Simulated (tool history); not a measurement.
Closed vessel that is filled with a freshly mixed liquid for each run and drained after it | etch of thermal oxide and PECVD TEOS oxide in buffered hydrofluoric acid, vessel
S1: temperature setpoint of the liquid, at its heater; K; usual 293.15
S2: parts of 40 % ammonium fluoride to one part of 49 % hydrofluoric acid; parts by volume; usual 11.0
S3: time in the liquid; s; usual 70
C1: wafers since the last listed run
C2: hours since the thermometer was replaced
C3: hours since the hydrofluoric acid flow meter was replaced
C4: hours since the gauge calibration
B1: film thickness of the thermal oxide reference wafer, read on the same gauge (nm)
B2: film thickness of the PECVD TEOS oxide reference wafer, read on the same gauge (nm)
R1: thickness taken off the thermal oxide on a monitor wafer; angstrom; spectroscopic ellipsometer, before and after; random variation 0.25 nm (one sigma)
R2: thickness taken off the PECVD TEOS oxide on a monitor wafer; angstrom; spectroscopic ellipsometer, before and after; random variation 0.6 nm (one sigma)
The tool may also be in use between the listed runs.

run	hour	S1	S2	S3	C1	C2	C3	C4	B1	B2	R1	R2
1	0.0	293.15	9.5	70	0	1947.3	231.7	501.6	152.13	101.44	704.2	1052.9
2	32.8	293.15	9.5	70	2710	1980.1	264.5	534.4	152.42	101.62	714.1	1044.7
3	64.3	293.15	9.5	70	2602	2011.6	296.0	565.9	152.65	101.77	712.6	1045.7
4	81.6	293.15	11.0	90	1429	2028.9	313.3	583.2	152.75	101.83	809.8	1193.7
5	112.1	293.15	11.0	90	2520	2059.4	343.8	613.7	153.09	102.06	814.5	1206.6
6	132.1	294.65	11.0	70	1652	2079.4	363.8	633.7	153.23	102.18	683.0	1009.5
7	146.6	294.65	11.0	70	1198	2093.9	378.3	648.2	153.35	102.27	684.0	1005.0
8	182.1	293.15	11.0	70	2933	2129.4	413.8	683.7	153.69	102.50	633.2	927.0
9	213.1	293.15	11.0	70	2561	2160.4	444.8	714.7	154.03	102.75	632.0	950.6
10	232.5	293.15	11.0	70	1603	2179.8	464.2	734.1	154.24	102.84	641.8	932.9
# hour 239.8: gauge calibrated
# hour 254.9: thermometer replaced
11	261.3	291.15	7.5	70	2297	6.4	493.0	21.5	149.85	99.91	786.4	1176.0
12	294.5	293.15	11.0	95	2743	39.6	526.2	54.7	149.89	99.91	847.5	1236.8
13	312.5	295.15	13.5	95	1487	57.6	544.2	72.7	149.91	99.95	769.4	1131.2
14	342.4	293.15	12.0	70	2470	87.5	574.1	102.6	149.92	99.97	564.4	837.3
# hour 371.7: hydrofluoric acid flow meter replaced
15	372.2	296.15	6.5	70	2379	117.3	0.5	132.4	150.00	100.01	1202.8	1771.1
16	384.2	293.15	8.0	35	991	129.3	12.5	144.4	150.04	100.00	414.2	610.6
17	417.9	290.65	11.0	70	2784	163.0	46.2	178.1	150.03	100.06	537.1	785.2
18	443.2	293.15	14.0	85	2090	188.3	71.5	203.4	150.15	100.13	593.5	873.2
19	471.3	293.15	11.0	70	2321	216.4	99.6	231.5	150.30	100.18	621.9	919.5
20	499.6	293.15	15.5	70	2338	244.7	127.9	259.8	150.36	100.23	445.3	653.9
21	514.3	291.65	14.0	50	1214	259.4	142.6	274.5	150.38	100.27	323.2	472.5
22	542.7	295.65	14.5	70	2346	287.8	171.0	302.9	150.50	100.37	543.2	802.4
23	645.5	295.15	13.5	95	8494	390.6	273.8	405.7	151.04	100.73	775.8	1136.7
24	660.1	293.15	11.0	50	1206	405.2	288.4	420.3	151.17	100.78	445.9	655.8
25	676.7	290.65	9.5	105	1371	421.8	305.0	436.9	151.31	100.87	916.7	1361.5
26	709.3	293.15	11.0	70	2693	454.4	337.6	469.5	151.50	101.01	631.3	910.4

What the log doesn't show, run by run:
liquid colder than its thermometer reads (K): 0 in every run
hydrofluoric acid flow above the setpoint (%): 0 in every run
H1: gauge reads high (%)
run	H1
1	1.43
2	1.59
3	1.76
4	1.86
5	2.04
6	2.16
7	2.25
8	2.49
9	2.7
10	2.84
11	-0.0929
12	-0.0805
13	-0.0692
14	-0.0434
15	-0.00899
16	0.00734
17	0.0608
18	0.108
19	0.168
20	0.237
21	0.275
22	0.356
23	0.714
24	0.774
25	0.844
26	0.989

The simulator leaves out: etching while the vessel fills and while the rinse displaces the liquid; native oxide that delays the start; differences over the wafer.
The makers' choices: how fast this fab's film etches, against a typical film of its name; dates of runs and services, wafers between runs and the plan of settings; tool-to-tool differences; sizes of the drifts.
